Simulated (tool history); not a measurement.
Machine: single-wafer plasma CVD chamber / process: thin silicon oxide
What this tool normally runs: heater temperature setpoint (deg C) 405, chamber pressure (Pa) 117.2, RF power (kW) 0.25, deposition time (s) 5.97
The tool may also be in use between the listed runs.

run,hour,heater temperature setpoint (deg C),chamber pressure (Pa),RF power (kW),deposition time (s),wafers since the last listed run,hours since the last thermocouple change,hours since the last RF generator calibration,hours since the last manometer calibration,hours since the showerhead was replaced,hours since the gauge calibration,"read-back reference wafer on the same gauge, thickness_nm",mean film thickness on the monitor wafer (angstrom)
1,0,405,117.2,0.25,5.03,0,1629.5,1057.2,1322.7,6686.1,655.5,9.998,92.56
# hour 5.6: capacitance manometer re-zeroed and calibrated
2,50.4,405,117.2,0.25,5.03,1293,1679.9,1107.6,44.8,6736.5,705.9,10.001,92.9
# hour 89: RF generator calibrated
3,89.8,405,117.2,0.25,5.03,906,1719.3,0.8,84.2,6775.9,745.3,9.993,91.98
4,147.7,405,117.2,0.25,6.56,1670,1777.2,58.7,142.1,6833.8,803.2,9.996,120.24
5,221.3,405,117.2,0.25,5.97,2123,1850.8,132.3,215.7,6907.4,876.8,10.008,109.27
6,294.4,405,117.2,0.23,5.97,2109,1923.9,205.4,288.8,6980.5,949.9,10.01,104.56
7,385,405,117.2,0.23,5.97,2614,2014.5,296,379.4,7071.1,1040.5,10.001,104.12
8,435.2,405,117.2,0.25,5.97,1448,2064.7,346.2,429.6,7121.3,1090.7,10.002,108.58
9,499.6,405,117.2,0.25,5.97,1858,2129.1,410.6,494,7185.7,1155.1,10.021,109.39
10,562,405,117.2,0.25,5.97,1800,2191.5,473,556.4,7248.1,1217.5,10,110.1
11,655.3,405,117.2,0.25,6.44,2692,2284.8,566.3,649.7,7341.4,1310.8,9.983,117.81
# hour 775.5: showerhead replaced
# hour 788.5: gauge calibrated
12,813.4,393,117.2,0.25,5.54,4330,2442.9,724.4,807.8,37.9,24.9,9.993,101.79
13,885,405,117.2,0.25,5.97,2065,2514.5,796,879.4,109.5,96.5,10.003,108.59
14,1104,405,117.2,0.25,4.82,6319,2733.5,1015,1098.4,328.5,315.5,9.98,88.34
15,1145,405,117.2,0.25,5.97,1183,2774.5,1056,1139.4,369.5,356.5,10.001,109.05
# hour 1270: capacitance manometer re-zeroed and calibrated
# hour 1307.2: thermocouple changed; heater temperature recalibrated
16,1321.3,393,117.2,0.25,5.54,4625,14.1,1232.3,51.3,545.8,532.8,10.009,102.44
# hour 1396.5: RF generator calibrated
17,1397,405,126,0.225,6.71,1953,89.8,0.5,127,621.5,608.5,10.001,120.27
18,1443.2,405,117.2,0.205,5.97,1333,136,46.7,173.2,667.7,654.7,9.997,96.76
19,1497.1,405,128.9,0.25,6.79,1555,189.9,100.6,227.1,721.6,708.6,10.027,132.17
20,1557.4,418,102.5,0.275,5.59,1739,250.2,160.9,287.4,781.9,768.9,10.014,97.43
21,1651.4,405,117.2,0.25,5.97,2712,344.2,254.9,381.4,875.9,862.9,10.002,109.17
22,1726.3,405,117.2,0.25,5.97,2161,419.1,329.8,456.3,950.8,937.8,9.999,109.37
23,1828.4,405,132,0.25,5.97,2945,521.2,431.9,558.4,1052.9,1039.9,10.013,118.37

Run-by-run hidden state of the tool:
wafer temperature above the value expected at the setpoint (K): 0 on each run
delivered RF power above the setpoint (%): 0 on each run
true pressure above the setpoint (%): 0 on each run
gauge reads high (%): 0 on each run
